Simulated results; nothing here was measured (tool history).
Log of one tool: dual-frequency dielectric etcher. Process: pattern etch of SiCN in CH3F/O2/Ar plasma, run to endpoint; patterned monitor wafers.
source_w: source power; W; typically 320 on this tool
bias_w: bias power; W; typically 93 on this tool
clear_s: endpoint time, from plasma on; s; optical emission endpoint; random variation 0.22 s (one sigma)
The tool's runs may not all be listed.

run,hour,source_w,bias_w,"incoming incoming film thickness, nm",clear_s
1,0,320,93,9.17,26.6
2,8.3,320,93,9.26,26.6
3,14.8,320,93,9.22,26.8
4,24.5,320,93,9.19,27.1
5,38,320,93,9.23,26.8
6,47.3,320,93,9.14,26.8
7,83.3,320,93,9.25,27.1
8,92,320,88,9.19,27.8
9,103.7,320,93,9.26,27.7
# hour 121.2: bias power generator calibrated
10,121.7,320,93,9.2,26.8
11,128.1,320,93,9.24,27
# hour 163.2: wet clean of the chamber
12,163.7,320,93,9.2,26.4
13,164,320,93,9.26,26.7
14,175,280,77,9.22,29.9
15,187.3,260,104,9.18,27.4
16,199.9,370,93,9.26,25.3
17,207.8,360,93,9.21,25.2
# hour 239.9: upper electrode replaced, of another model than before
18,240.4,320,112,9.14,24.3
19,240.7,320,116,9.31,24.1
20,241,350,114,9.29,23.7
# hour 251.3: source power generator calibrated
21,255,260,109,9.23,26.4
22,264.3,270,93,9.21,27.7
23,271.8,370,81,9.11,27.2
24,288,260,103,9.17,27.1
25,295.2,320,93,9.19,26.7
26,310.9,260,70,9.22,33.1
27,333.9,320,112,9.24,24.6

Below are 4 alternative next runs, each starting from the tool's condition after run 27. Predict each:
A,334.3,380,93,9.18,?
B,334.3,290,116,9.18,?
C,334.3,260,107,9.18,?
D,334.3,360,73,9.18,?

run,clear_s
A,25.4
B,25
C,26.9
D,29.1
With the hidden condition removed and each run's random variation left untouched, the same runs would have given:
run,clear_s
A,24.5
B,24
C,25.9
D,28
